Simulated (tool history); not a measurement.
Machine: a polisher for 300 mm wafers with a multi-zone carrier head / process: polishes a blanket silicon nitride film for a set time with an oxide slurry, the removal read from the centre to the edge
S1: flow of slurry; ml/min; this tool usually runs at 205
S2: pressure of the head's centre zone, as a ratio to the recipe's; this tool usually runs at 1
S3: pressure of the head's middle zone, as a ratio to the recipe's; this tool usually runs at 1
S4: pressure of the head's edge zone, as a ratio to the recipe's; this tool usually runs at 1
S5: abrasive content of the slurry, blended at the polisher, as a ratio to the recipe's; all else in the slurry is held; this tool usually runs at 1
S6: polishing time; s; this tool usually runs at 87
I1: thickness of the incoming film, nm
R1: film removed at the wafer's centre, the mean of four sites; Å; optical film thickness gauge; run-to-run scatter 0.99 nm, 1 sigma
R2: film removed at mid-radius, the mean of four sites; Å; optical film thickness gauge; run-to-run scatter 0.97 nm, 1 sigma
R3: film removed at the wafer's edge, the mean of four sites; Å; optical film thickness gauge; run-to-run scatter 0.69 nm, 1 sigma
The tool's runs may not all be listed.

run	hour	S1	S2	S3	S4	S5	S6	I1	R1	R2	R3
1	0	205	1	1	1	1	87	485.3	779	710	720
# hour 70.4: worn pad replaced by a new one
2	79.8	205	1	1	1	1	87	480	786	724	722
3	112.5	205	1	1	1	1	87	485.7	788	720	722
4	132.5	160	1	1	1	1	87	473.6	778	690	705
5	152.7	160	1	1	1	1	87	483.8	774	683	699
6	171.4	205	1	1	1	1	87	487.5	771	697	720
# hour 175.5: worn pad replaced by a new one
# hour 176.1: edge zone pressure recalibrated
# hour 177.2: slurry nozzle cleaned
7	205.8	205	1	1	1	1	87	479.9	790	721	723
8	222.5	205	1	1	1	1	87	473.6	794	718	725

Expected results for the next run?
9	243.6	205	0.94	1	1.06	1.3	87	485	?	?	?

{"run 9": {"R1": 851, "R2": 817, "R3": 850}}
Without the tool's hidden state the same run would have given R1 759 Å, R2 817 Å, R3 850 Å.
